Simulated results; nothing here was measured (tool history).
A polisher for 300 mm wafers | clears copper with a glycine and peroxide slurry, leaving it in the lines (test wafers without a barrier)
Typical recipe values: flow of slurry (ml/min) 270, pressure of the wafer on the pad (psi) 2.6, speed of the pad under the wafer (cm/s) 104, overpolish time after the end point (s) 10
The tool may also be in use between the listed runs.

run,hour,flow of slurry (ml/min),pressure of the wafer on the pad (psi),speed of the pad under the wafer (cm/s),overpolish time after the end point (s),"incoming thickness of the incoming film, nm",time until the end point was called (s),dishing of a wide line in a test structure (angstrom)
1,0.0,270,2.6,104,10,493.2,115.1,360
2,61.2,225,2.6,104,10,502.4,117.6,360
3,86.1,270,2.6,104,11,496.0,114.6,387
4,111.9,270,2.6,104,10,497.0,117.2,350
# hour 165.1: worn pad replaced by a new one
5,178.0,270,2.6,104,10,496.3,102.5,398
6,224.7,270,2.6,104,10,497.7,102.0,371
7,274.2,270,2.6,104,10,500.4,108.7,375
8,309.1,270,2.6,104,10,508.9,114.3,363
9,375.9,270,2.6,104,10,502.3,112.6,364
10,446.1,270,2.6,104,10,493.6,114.2,366
11,485.5,270,2.6,104,10,502.9,110.9,364
12,520.8,270,2.6,104,10,493.5,110.0,360
13,558.2,270,3.1,118,10,491.1,90.4,443
# hour 637.4: worn pad replaced by a new one
14,765.1,270,3.1,118,10,496.6,86.1,460
# hour 794.1: slurry nozzle cleaned
15,815.9,270,2.6,104,10,493.6,107.9,369
16,842.3,270,2.6,104,11,503.9,113.0,394
17,900.4,310,2.6,120,10,492.3,97.0,406
18,964.8,270,1.8,104,10,503.0,139.5,294
19,1034.1,340,2.6,94,10,504.1,121.5,350
20,1076.1,210,3.2,136,5,506.8,83.9,257
21,1102.7,270,2.6,104,10,508.3,117.6,352
# hour 1139.3: worn pad replaced by a new one
22,1148.0,355,2.6,84,10,498.0,113.4,366
23,1209.6,270,2.2,104,15,495.4,114.0,512
24,1266.4,230,3.2,104,13,501.4,96.7,525
25,1293.6,300,2.6,82,14,493.8,129.9,425
# hour 1349.7: head pressure recalibrated
26,1356.4,270,2.0,80,15,491.8,163.8,370
27,1419.1,270,2.6,104,10,506.0,120.5,336
28,1480.3,215,2.6,104,10,493.4,121.1,329
# hour 1576.4: worn pad replaced by a new one
# hour 1608.6: slurry nozzle cleaned
29,1643.6,230,2.9,104,13,495.7,102.0,504
30,1712.6,325,2.6,104,8,498.5,107.4,299
31,1754.3,270,2.6,104,10,503.1,110.8,370
32,1889.4,270,3.4,104,13,492.4,94.9,529
33,1968.9,210,2.6,104,10,498.5,118.4,352
# hour 1998.0: worn pad replaced by a new one
34,2057.2,270,2.6,104,10,495.1,107.4,359

Alternative continuations, all from the tool just after run 34; predict every row:
A,2057.7,270,2.6,104,10,506.1,?,?
B,2057.7,315,2.6,104,5,506.1,?,?
C,2057.7,270,3.1,104,10,506.1,?,?
D,2057.7,270,2.6,130,10,506.1,?,?

run,time until the end point was called (s),dishing of a wide line in a test structure (angstrom)
A,111.6,378
B,110.1,202
C,100.2,417
D,92.5,444
What these runs would have given with no unlogged condition in the tool:
run,time until the end point was called (s),dishing of a wide line in a test structure (angstrom)
A,105.8,396
B,104.4,212
C,95.1,436
D,87.9,464

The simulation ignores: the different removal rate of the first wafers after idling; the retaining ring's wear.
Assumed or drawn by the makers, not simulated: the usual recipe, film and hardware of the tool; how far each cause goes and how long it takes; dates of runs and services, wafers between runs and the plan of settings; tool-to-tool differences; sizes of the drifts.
